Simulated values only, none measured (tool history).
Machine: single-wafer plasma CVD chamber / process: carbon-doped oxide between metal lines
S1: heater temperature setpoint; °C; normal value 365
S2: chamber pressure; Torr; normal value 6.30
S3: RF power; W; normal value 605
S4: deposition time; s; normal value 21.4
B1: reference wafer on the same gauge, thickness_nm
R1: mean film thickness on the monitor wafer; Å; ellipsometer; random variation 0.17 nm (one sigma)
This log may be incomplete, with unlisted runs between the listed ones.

run,hour,S1,S2,S3,S4,B1,R1
1,0.0,365,5.45,605,21.4,94.962,1086.52
2,10.6,365,5.45,605,21.4,94.977,1086.45
3,24.7,365,6.30,605,21.4,94.997,1106.76
4,36.9,365,6.30,605,21.4,94.997,1106.77
5,51.9,365,6.30,605,21.4,95.019,1105.45
6,58.9,372,6.30,605,21.4,95.002,1087.63
7,69.1,372,6.30,605,21.4,94.997,1085.69
8,80.5,372,6.30,605,21.4,95.003,1083.20
9,94.2,377,6.30,540,21.4,95.000,997.49
10,101.5,365,5.12,605,21.4,94.982,1074.99
11,142.9,365,5.12,605,21.4,95.021,1076.20
# hour 160.5: capacitance manometer re-zeroed and calibrated
# hour 171.7: thermocouple changed; heater temperature recalibrated
12,172.2,365,5.12,605,21.4,94.987,1072.48
13,177.0,365,7.32,605,19.5,94.995,1016.83
# hour 178.8: gauge calibrated
# hour 194.0: RF generator calibrated
# hour 201.1: showerhead replaced
14,201.6,353,5.14,670,18.2,95.007,1062.81
15,205.5,365,6.30,605,24.6,95.011,1333.65
16,213.3,365,7.32,605,19.5,94.965,1071.87
17,226.6,372,7.22,605,24.8,94.983,1332.22
18,237.2,372,6.30,695,21.4,94.993,1233.00
19,244.7,365,7.27,605,22.7,94.983,1240.98
20,260.2,365,6.30,605,21.4,95.004,1158.89
21,275.2,379,6.30,605,21.4,94.987,1119.05
22,281.5,365,7.02,605,21.4,95.013,1167.73
23,294.1,365,6.30,720,21.4,95.007,1280.51
24,316.7,365,6.30,605,21.4,94.998,1157.47

Branching from run 24: 3 alternative next runs. What would each branch give?
A,317.1,365,6.30,605,21.4,?,?
B,317.1,375,5.67,490,23.8,?,?
C,317.1,376,5.69,495,23.2,?,?

run,B1,R1
A,94.990,1153.64
B,94.990,1088.46
C,94.990,1065.80
Without the tool's hidden state the same runs would have given:
run,R1
A,1158.11
B,1092.88
C,1070.13
